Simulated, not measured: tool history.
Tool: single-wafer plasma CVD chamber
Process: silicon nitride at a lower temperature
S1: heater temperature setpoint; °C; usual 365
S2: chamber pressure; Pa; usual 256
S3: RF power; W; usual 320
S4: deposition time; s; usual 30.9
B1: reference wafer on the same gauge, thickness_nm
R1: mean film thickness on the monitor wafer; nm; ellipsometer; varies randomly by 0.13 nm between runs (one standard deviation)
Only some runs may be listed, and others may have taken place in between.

{"run": 1, "hour": 0.0, "S1": 365, "S2": 305, "S3": 365, "S4": 30.9, "B1": 37.459, "R1": 39.027}
{"run": 2, "hour": 134.5, "S1": 365, "S2": 305, "S3": 365, "S4": 30.9, "B1": 37.398, "R1": 38.753}
{"run": 3, "hour": 176.6, "S1": 365, "S2": 256, "S3": 320, "S4": 30.9, "B1": 37.346, "R1": 33.406}
{"hour": 202.3, "done": "thermocouple changed; heater temperature recalibrated"}
{"run": 4, "hour": 240.6, "S1": 365, "S2": 256, "S3": 320, "S4": 30.9, "B1": 37.394, "R1": 33.48}
{"run": 5, "hour": 266.7, "S1": 365, "S2": 256, "S3": 320, "S4": 26.2, "B1": 37.43, "R1": 28.279}
{"hour": 377.8, "done": "RF generator calibrated"}
{"hour": 384.6, "done": "gauge calibrated"}
{"run": 6, "hour": 399.8, "S1": 365, "S2": 256, "S3": 320, "S4": 26.2, "B1": 37.362, "R1": 29.482}
{"run": 7, "hour": 443.2, "S1": 365, "S2": 256, "S3": 320, "S4": 30.9, "B1": 37.38, "R1": 34.851}
{"hour": 476.2, "done": "showerhead replaced"}
{"run": 8, "hour": 504.5, "S1": 379, "S2": 235, "S3": 320, "S4": 25.1, "B1": 37.409, "R1": 27.422}
{"run": 9, "hour": 530.2, "S1": 365, "S2": 273, "S3": 275, "S4": 30.9, "B1": 37.424, "R1": 30.787}
{"hour": 600.7, "done": "capacitance manometer re-zeroed and calibrated"}
{"run": 10, "hour": 601.2, "S1": 354, "S2": 279, "S3": 380, "S4": 30.9, "B1": 37.42, "R1": 41.62}
{"run": 11, "hour": 652.2, "S1": 365, "S2": 256, "S3": 285, "S4": 30.9, "B1": 37.386, "R1": 32.017}
{"run": 12, "hour": 678.2, "S1": 352, "S2": 256, "S3": 320, "S4": 30.9, "B1": 37.399, "R1": 35.506}
{"run": 13, "hour": 738.6, "S1": 365, "S2": 256, "S3": 320, "S4": 25.9, "B1": 37.411, "R1": 29.706}
{"run": 14, "hour": 785.5, "S1": 365, "S2": 256, "S3": 320, "S4": 26.2, "B1": 37.407, "R1": 30.043}
{"run": 15, "hour": 817.2, "S1": 365, "S2": 256, "S3": 320, "S4": 30.9, "B1": 37.398, "R1": 35.389}
{"run": 16, "hour": 878.5, "S1": 377, "S2": 256, "S3": 335, "S4": 30.9, "B1": 37.366, "R1": 36.513}
{"run": 17, "hour": 920.8, "S1": 365, "S2": 256, "S3": 320, "S4": 30.9, "B1": 37.367, "R1": 35.38}
{"run": 18, "hour": 981.3, "S1": 358, "S2": 207, "S3": 255, "S4": 34.8, "B1": 37.429, "R1": 30.826}
{"run": 19, "hour": 1101.5, "S1": 365, "S2": 305, "S3": 365, "S4": 30.9, "B1": 37.409, "R1": 40.418}
{"run": 20, "hour": 1129.6, "S1": 365, "S2": 256, "S3": 320, "S4": 25.4, "B1": 37.375, "R1": 28.83}
{"run": 21, "hour": 1185.0, "S1": 365, "S2": 256, "S3": 320, "S4": 30.9, "B1": 37.389, "R1": 35.038}
{"run": 22, "hour": 1231.6, "S1": 365, "S2": 296, "S3": 320, "S4": 36.6, "B1": 37.386, "R1": 42.806}
{"run": 23, "hour": 1270.2, "S1": 365, "S2": 256, "S3": 285, "S4": 30.9, "B1": 37.393, "R1": 31.597}
{"run": 24, "hour": 1332.5, "S1": 365, "S2": 256, "S3": 370, "S4": 30.9, "B1": 37.401, "R1": 39.004}
{"run": 25, "hour": 1395.5, "S1": 365, "S2": 256, "S3": 320, "S4": 26.2, "B1": 37.376, "R1": 29.206}
{"run": 26, "hour": 1435.5, "S1": 370, "S2": 231, "S3": 265, "S4": 30.9, "B1": 37.424, "R1": 28.688}
{"run": 27, "hour": 1486.9, "S1": 375, "S2": 221, "S3": 340, "S4": 30.9, "B1": 37.356, "R1": 35.293}
{"run": 28, "hour": 1534.0, "S1": 365, "S2": 213, "S3": 350, "S4": 30.9, "B1": 37.404, "R1": 35.796}

Measured result minus the same run's result without the hidden state. Both carry the same run-to-run variation, though not necessarily the same gauge scatter:
The tool's hidden condition here consists of: wafer temperature above the value expected at the setpoint (K); delivered RF power above the setpoint (%); true pressure above the setpoint (%); gauge reads high (%).
run=1 R1=-1.878
run=2 R1=-2.141
run=3 R1=-2.017
run=4 R1=-2.152
run=5 R1=-1.864
run=6 R1=-0.679
run=7 R1=-0.825
run=8 R1=-0.678
run=9 R1=-0.762
run=10 R1=-0.070
run=11 R1=-0.096
run=12 R1=-0.121
run=13 R1=-0.137
run=14 R1=-0.170
run=15 R1=-0.226
run=16 R1=-0.278
run=17 R1=-0.315
run=18 R1=-0.341
run=19 R1=-0.537
run=20 R1=-0.427
run=21 R1=-0.580
run=22 R1=-0.757
run=23 R1=-0.628
run=24 R1=-0.821
run=25 R1=-0.698
run=26 R1=-0.759
run=27 R1=-0.945
run=28 R1=-1.033
